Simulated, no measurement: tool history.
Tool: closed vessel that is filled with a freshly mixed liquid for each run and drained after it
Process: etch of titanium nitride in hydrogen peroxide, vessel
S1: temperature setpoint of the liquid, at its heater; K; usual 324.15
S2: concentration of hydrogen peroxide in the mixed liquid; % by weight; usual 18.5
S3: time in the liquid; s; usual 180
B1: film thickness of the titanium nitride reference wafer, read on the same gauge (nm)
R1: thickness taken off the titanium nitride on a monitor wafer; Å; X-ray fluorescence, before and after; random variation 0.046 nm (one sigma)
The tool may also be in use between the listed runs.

Run 1, day 0.000: usual settings but S1 320.65 K; B1 120.033. Result: R1 38.71 Å.
Run 2, day 1.275: usual settings; B1 119.992. Result: R1 49.13 Å.
At day 3.238: thermometer replaced.
Run 3, day 3.646: usual settings; B1 120.040. Result: R1 49.24 Å.
Run 4, day 4.871: usual settings; B1 120.021. Result: R1 49.43 Å.
At day 5.229: new drum of peroxide connected.
Run 5, day 6.108: usual settings; B1 119.970. Result: R1 49.09 Å.
Run 6, day 8.029: usual settings; B1 119.978. Result: R1 49.49 Å.
Run 7, day 9.054: usual settings; B1 119.992. Result: R1 49.09 Å.
Run 8, day 11.408: usual settings; B1 119.983. Result: R1 50.00 Å.
Run 9, day 13.362: usual settings but S2 21.5 % by weight, S3 120 s; B1 120.011. Result: R1 34.03 Å.
At day 15.342: peroxide flow meter replaced.
Run 10, day 17.533: usual settings but S1 330.15 K, S3 250 s; B1 120.016. Result: R1 104.45 Å.
Run 11, day 19.600: usual settings but S1 320.15 K, S2 23.0 % by weight, S3 280 s; B1 120.029. Result: R1 60.63 Å.
Run 12, day 21.575: usual settings; B1 119.981. Result: R1 49.75 Å.
At day 23.262: gauge calibrated.
Run 13, day 23.417: usual settings but S1 315.15 K, S2 20.5 % by weight, S3 225 s; B1 119.970. Result: R1 32.48 Å.
Run 14, day 24.829: usual settings but S1 319.65 K, S2 16.5 % by weight, S3 255 s; B1 119.987. Result: R1 48.28 Å.
Run 15, day 27.354: usual settings but S2 20.5 % by weight, S3 90 s; B1 120.028. Result: R1 25.07 Å.
Run 16, day 29.750: usual settings but S1 321.15 K; B1 120.004. Result: R1 39.24 Å.
Run 17, day 33.292: usual settings; B1 119.994. Result: R1 49.81 Å.
Run 18, day 35.550: usual settings; B1 119.994. Result: R1 49.97 Å.
Run 19, day 37.458: usual settings but S1 330.65 K, S3 150 s; B1 119.997. Result: R1 65.61 Å.
Run 20, day 38.742: usual settings but S2 16.0 % by weight, S3 90 s; B1 120.011. Result: R1 24.00 Å.
Run 21, day 40.017: usual settings; B1 120.016. Result: R1 49.99 Å.
Run 22, day 41.817: usual settings but S1 315.65 K, S2 17.0 % by weight, S3 270 s; B1 119.977. Result: R1 39.37 Å.
Run 23, day 43.871: usual settings; B1 120.012. Result: R1 50.07 Å.
Run 24, day 45.700: usual settings but S1 328.65 K, S2 23.5 % by weight, S3 280 s; B1 119.996. Result: R1 112.28 Å.
Run 25, day 47.508: usual settings; B1 120.030. Result: R1 49.19 Å.
Run 26, day 48.954: usual settings but S1 321.15 K, S2 21.0 % by weight, S3 145 s; B1 120.005. Result: R1 32.82 Å.
Run 27, day 50.508: usual settings; B1 120.024. Result: R1 49.91 Å.
Run 28, day 51.712: usual settings but S1 318.15 K, S2 15.0 % by weight, S3 100 s; B1 120.001. Result: R1 16.73 Å.
At day 52.329: new drum of peroxide connected.
Run 29, day 58.112: usual settings; B1 119.973. Result: R1 49.69 Å.

Forecast each of these 4 alternatives for the next run:
Run A, day 58.142: usual settings but S1 314.65 K; B1 ?. Result: R1 ?.
Run B, day 58.142: usual settings but S2 22.0 % by weight; B1 ?. Result: R1 ?.
Run C, day 58.142: usual settings but S2 16.5 % by weight, S3 265 s; B1 ?. Result: R1 ?.
Run D, day 58.142: usual settings but S1 327.65 K, S2 20.0 % by weight, S3 285 s; B1 ?. Result: R1 ?.

run       B1      R1
  A  120.007   24.90
  B  120.007   52.17
  C  120.007   72.22
  D  120.007  103.75
Without the tool's hidden state the same runs would have given:
run      R1
  A   24.90
  B   52.17
  C   72.22
  D  103.75
